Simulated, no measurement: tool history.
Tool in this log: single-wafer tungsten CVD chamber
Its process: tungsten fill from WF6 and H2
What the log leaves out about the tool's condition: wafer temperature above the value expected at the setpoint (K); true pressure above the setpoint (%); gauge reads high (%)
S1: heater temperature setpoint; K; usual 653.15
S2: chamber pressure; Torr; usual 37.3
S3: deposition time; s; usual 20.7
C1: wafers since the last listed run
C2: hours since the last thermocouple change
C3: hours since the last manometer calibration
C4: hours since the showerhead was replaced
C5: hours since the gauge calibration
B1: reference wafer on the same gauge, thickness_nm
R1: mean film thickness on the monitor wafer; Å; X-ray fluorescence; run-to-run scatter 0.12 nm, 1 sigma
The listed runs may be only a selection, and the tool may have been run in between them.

| run | day | S1 | S2 | S3 | C1 | C2 | C3 | C4 | C5 | B1 | R1 |
|---|---|---|---|---|---|---|---|---|---|---|---|
| 1 | 0.000 | 653.15 | 37.3 | 20.7 | 0 | 2047.9 | 943.1 | 3724.9 | 282.0 | 52.758 | 461.13 |
| 2 | 0.850 | 653.15 | 37.3 | 20.7 | 695 | 2068.3 | 963.5 | 3745.3 | 302.4 | 52.744 | 462.63 |
| 3 | 2.429 | 653.15 | 37.3 | 20.7 | 1292 | 2106.2 | 1001.4 | 3783.2 | 340.3 | 52.811 | 463.79 |
| 4 | 3.512 | 653.15 | 37.3 | 20.7 | 886 | 2132.2 | 1027.4 | 3809.2 | 366.3 | 52.848 | 463.41 |
| 5 | 4.733 | 653.15 | 37.3 | 20.7 | 999 | 2161.5 | 1056.7 | 3838.5 | 395.6 | 52.805 | 461.34 |
| 6 | 5.554 | 653.15 | 37.3 | 23.3 | 671 | 2181.2 | 1076.4 | 3858.2 | 415.3 | 52.850 | 518.31 |
| 7 | 6.300 | 642.15 | 37.3 | 20.7 | 610 | 2199.1 | 1094.3 | 3876.1 | 433.2 | 52.883 | 377.30 |
| 8 | 6.854 | 653.15 | 37.3 | 20.7 | 453 | 2212.4 | 1107.6 | 3889.4 | 446.5 | 52.817 | 462.46 |
| 9 | 8.238 | 653.15 | 37.3 | 20.7 | 1132 | 2245.6 | 1140.8 | 3922.6 | 479.7 | 52.880 | 461.19 |
|  | 9.217 | showerhead replaced |
| 10 | 9.238 | 653.15 | 37.3 | 20.7 | 545 | 2269.6 | 1164.8 | 0.5 | 503.7 | 52.897 | 465.98 |
|  | 9.358 | gauge calibrated |
|  | 9.633 | thermocouple changed; heater temperature recalibrated |
| 11 | 10.467 | 653.15 | 37.3 | 20.7 | 733 | 20.0 | 1194.3 | 30.0 | 26.6 | 52.026 | 456.48 |

Expected results for the next run?
| 12 | 11.400 | 661.15 | 34.5 | 20.7 | 763 | 42.4 | 1216.7 | 52.4 | 49.0 | ? | ? |

Logged for run 12: B1 52.226, R1 513.66 Å.
Had the tool carried no hidden state, the very same run would have given R1 510.87 Å.
